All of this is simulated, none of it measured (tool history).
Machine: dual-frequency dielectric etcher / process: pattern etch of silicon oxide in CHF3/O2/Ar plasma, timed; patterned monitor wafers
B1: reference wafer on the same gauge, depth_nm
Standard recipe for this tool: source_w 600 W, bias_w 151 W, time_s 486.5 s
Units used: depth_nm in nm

Run 1, hour 0.0: usual settings but source_w 550 W, time_s 448.5 s; B1 980.6. Result: depth_nm 832.3 nm.
Run 2, hour 13.0: usual settings but bias_w 130 W, time_s 420.0 s; B1 979.6. Result: depth_nm 769.2 nm.
Run 3, hour 33.0: usual settings but bias_w 130 W, time_s 420.0 s; B1 977.9. Result: depth_nm 779.2 nm.
Run 4, hour 53.9: usual settings but bias_w 130 W, time_s 420.0 s; B1 982.5. Result: depth_nm 777.3 nm.
Run 5, hour 76.8: usual settings; B1 979.1. Result: depth_nm 940.5 nm.
Run 6, hour 101.4: usual settings; B1 979.5. Result: depth_nm 940.8 nm.
Run 7, hour 129.1: usual settings; B1 976.7. Result: depth_nm 922.6 nm.
Run 8, hour 165.0: usual settings; B1 979.9. Result: depth_nm 935.5 nm.
Run 9, hour 184.6: usual settings; B1 977.9. Result: depth_nm 929.0 nm.
At hour 239.4: upper electrode replaced, of another model than before.
Run 10, hour 239.9: usual settings; B1 975.5. Result: depth_nm 933.3 nm.
Run 11, hour 241.6: usual settings but time_s 449.5 s; B1 976.9. Result: depth_nm 858.1 nm.
Run 12, hour 258.4: usual settings; B1 974.4. Result: depth_nm 942.0 nm.
At hour 289.9: gauge calibrated.
At hour 292.8: wet clean of the chamber.
Run 13, hour 293.3: usual settings; B1 975.5. Result: depth_nm 976.1 nm.
Run 14, hour 303.7: usual settings; B1 979.7. Result: depth_nm 980.0 nm.
Run 15, hour 323.5: usual settings but source_w 560 W, time_s 590.5 s; B1 976.7. Result: depth_nm 1129.5 nm.
Run 16, hour 342.2: usual settings but bias_w 141 W, time_s 550.5 s; B1 980.0. Result: depth_nm 1053.6 nm.
At hour 363.8: bias power generator calibrated.
Run 17, hour 364.3: usual settings but bias_w 120 W; B1 977.4. Result: depth_nm 850.9 nm.
Run 18, hour 387.0: usual settings; B1 976.5. Result: depth_nm 974.8 nm.
Run 19, hour 413.5: usual settings; B1 979.5. Result: depth_nm 962.3 nm.
Run 20, hour 441.0: usual settings but source_w 530 W; B1 979.6. Result: depth_nm 884.7 nm.
Run 21, hour 465.0: usual settings; B1 978.0. Result: depth_nm 968.4 nm.
Run 22, hour 496.0: usual settings but source_w 750 W; B1 976.5. Result: depth_nm 1103.8 nm.
At hour 501.5: source power generator calibrated.
Run 23, hour 525.1: usual settings but source_w 640 W, bias_w 123 W, time_s 341.0 s; B1 975.2. Result: depth_nm 635.3 nm.
Run 24, hour 560.7: usual settings; B1 977.2. Result: depth_nm 959.0 nm.
Run 25, hour 586.5: usual settings but source_w 540 W; B1 979.1. Result: depth_nm 892.7 nm.
Run 26, hour 599.0: usual settings but source_w 460 W, bias_w 129 W; B1 974.4. Result: depth_nm 698.7 nm.
Run 27, hour 628.1: usual settings but bias_w 169 W; B1 977.7. Result: depth_nm 1010.4 nm.
At hour 681.4: gauge calibrated.
Run 28, hour 698.6: usual settings but bias_w 168 W; B1 978.9. Result: depth_nm 1004.3 nm.
Run 29, hour 731.2: usual settings but source_w 460 W, time_s 409.5 s; B1 979.0. Result: depth_nm 636.7 nm.

What if the next run were any one of these 5? Each begins from the tool's condition after run 29:
Run A, hour 731.8: usual settings; B1 ?. Result: depth_nm ?.
Run B, hour 731.8: usual settings but bias_w 131 W, time_s 609.0 s; B1 ?. Result: depth_nm ?.
Run C, hour 731.8: usual settings but source_w 690 W; B1 ?. Result: depth_nm ?.
Run D, hour 731.8: usual settings but source_w 450 W, time_s 382.0 s; B1 ?. Result: depth_nm ?.
Run E, hour 731.8: usual settings but time_s 524.5 s; B1 ?. Result: depth_nm ?.

run     B1  depth_nm
  A  978.5     935.8
  B  978.5    1084.6
  C  978.5    1032.3
  D  978.5     571.6
  E  978.5    1008.9
Had the tool no hidden state, the same runs would have come out as:
run  depth_nm
  A     960.4
  B    1113.1
  C    1059.5
  D     586.7
  E    1035.5
